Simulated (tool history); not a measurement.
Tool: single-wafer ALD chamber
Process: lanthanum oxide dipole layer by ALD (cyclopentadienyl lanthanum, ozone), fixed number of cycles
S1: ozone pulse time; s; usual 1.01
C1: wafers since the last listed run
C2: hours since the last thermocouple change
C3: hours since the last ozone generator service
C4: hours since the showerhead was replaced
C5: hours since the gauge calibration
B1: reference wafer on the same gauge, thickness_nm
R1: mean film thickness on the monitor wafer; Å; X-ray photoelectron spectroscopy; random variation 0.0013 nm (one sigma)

| run | hour | S1 | C1 | C2 | C3 | C4 | C5 | B1 | R1 |
|---|---|---|---|---|---|---|---|---|---|
| 1 | 0 | 0.83 | 0 | 2095.7 | 284 | 6530.7 | 527.7 | 0.566 | 4.92 |
| 2 | 16.6 | 0.83 | 227 | 2112.3 | 300.6 | 6547.3 | 544.3 | 0.566 | 4.9 |
| 3 | 36.9 | 1.01 | 278 | 2132.6 | 320.9 | 6567.6 | 564.6 | 0.566 | 5.07 |
| 4 | 54.8 | 1.13 | 245 | 2150.5 | 338.8 | 6585.5 | 582.5 | 0.566 | 5.16 |
| 5 | 83.8 | 1.13 | 397 | 2179.5 | 367.8 | 6614.5 | 611.5 | 0.566 | 5.16 |
| 6 | 117.9 | 1.12 | 467 | 2213.6 | 401.9 | 6648.6 | 645.6 | 0.566 | 5.13 |
| 7 | 142.6 | 1.01 | 338 | 2238.3 | 426.6 | 6673.3 | 670.3 | 0.567 | 5.06 |
| 8 | 169.3 | 1.01 | 365 | 2265 | 453.3 | 6700 | 697 | 0.567 | 5.06 |
|  | 183.1 | thermocouple changed; heater temperature recalibrated |
| 9 | 189.5 | 1.1 | 167 | 6.4 | 473.5 | 6720.2 | 717.2 | 0.566 | 5.14 |
|  | 202.4 | gauge calibrated |
| 10 | 216.8 | 0.71 | 373 | 33.7 | 500.8 | 6747.5 | 14.4 | 0.566 | 4.77 |
| 11 | 231.7 | 0.71 | 204 | 48.6 | 515.7 | 6762.4 | 29.3 | 0.566 | 4.75 |
| 12 | 267.6 | 0.71 | 491 | 84.5 | 551.6 | 6798.3 | 65.2 | 0.566 | 4.77 |
| 13 | 291.9 | 0.82 | 332 | 108.8 | 575.9 | 6822.6 | 89.5 | 0.566 | 4.88 |
| 14 | 305.3 | 0.82 | 183 | 122.2 | 589.3 | 6836 | 102.9 | 0.566 | 4.87 |
| 15 | 320.2 | 1.01 | 204 | 137.1 | 604.2 | 6850.9 | 117.8 | 0.566 | 5.05 |
| 16 | 339.9 | 1.01 | 269 | 156.8 | 623.9 | 6870.6 | 137.5 | 0.566 | 5.04 |
| 17 | 375.6 | 1.29 | 489 | 192.5 | 659.6 | 6906.3 | 173.2 | 0.566 | 5.25 |
| 18 | 391.8 | 1.01 | 221 | 208.7 | 675.8 | 6922.5 | 189.4 | 0.566 | 5.06 |
|  | 411.4 | showerhead replaced |
| 19 | 421.7 | 0.68 | 299 | 238.6 | 705.7 | 10.3 | 219.3 | 0.566 | 4.73 |
| 20 | 442.2 | 1.01 | 280 | 259.1 | 726.2 | 30.8 | 239.8 | 0.566 | 5.06 |
|  | 462.6 | ozone generator serviced |
| 21 | 463.1 | 0.7 | 176 | 280 | 0.5 | 51.7 | 260.7 | 0.566 | 4.83 |
| 22 | 472.2 | 1.36 | 124 | 289.1 | 9.6 | 60.8 | 269.8 | 0.566 | 5.31 |
| 23 | 486.5 | 1.23 | 195 | 303.4 | 23.9 | 75.1 | 284.1 | 0.567 | 5.26 |
| 24 | 503.8 | 1.17 | 236 | 320.7 | 41.2 | 92.4 | 301.4 | 0.567 | 5.2 |
| 25 | 539.6 | 0.86 | 490 | 356.5 | 77 | 128.2 | 337.2 | 0.566 | 4.96 |
| 26 | 553.3 | 1.24 | 187 | 370.2 | 90.7 | 141.9 | 350.9 | 0.566 | 5.26 |
| 27 | 570.8 | 1.01 | 239 | 387.7 | 108.2 | 159.4 | 368.4 | 0.565 | 5.09 |
| 28 | 588.3 | 0.79 | 239 | 405.2 | 125.7 | 176.9 | 385.9 | 0.566 | 4.9 |
| 29 | 667.8 | 1.14 | 1089 | 484.7 | 205.2 | 256.4 | 465.4 | 0.566 | 5.17 |
| 30 | 681.4 | 1.01 | 186 | 498.3 | 218.8 | 270 | 479 | 0.566 | 5.07 |
| 31 | 707.2 | 0.69 | 353 | 524.1 | 244.6 | 295.8 | 504.8 | 0.566 | 4.76 |
| 32 | 731.2 | 1.34 | 328 | 548.1 | 268.6 | 319.8 | 528.8 | 0.566 | 5.32 |
| 33 | 813 | 1.18 | 1120 | 629.9 | 350.4 | 401.6 | 610.6 | 0.566 | 5.21 |
| 34 | 833 | 1.21 | 273 | 649.9 | 370.4 | 421.6 | 630.6 | 0.566 | 5.23 |

4 ways to go on from here, each from the tool as it stands after run 34. What would each give?
| A | 833.4 | 1.32 | 5 | 650.3 | 370.8 | 422 | 631 | ? | ? |
| B | 833.4 | 0.88 | 5 | 650.3 | 370.8 | 422 | 631 | ? | ? |
| C | 833.4 | 1.28 | 5 | 650.3 | 370.8 | 422 | 631 | ? | ? |
| D | 833.4 | 1.33 | 5 | 650.3 | 370.8 | 422 | 631 | ? | ? |

| run | B1 | R1 |
|---|---|---|
| A | 0.566 | 5.3 |
| B | 0.566 | 4.98 |
| C | 0.566 | 5.28 |
| D | 0.566 | 5.31 |
Without the tool's hidden state the same runs would have given:
| run | R1 |
|---|---|
| A | 5.33 |
| B | 5.01 |
| C | 5.3 |
| D | 5.33 |
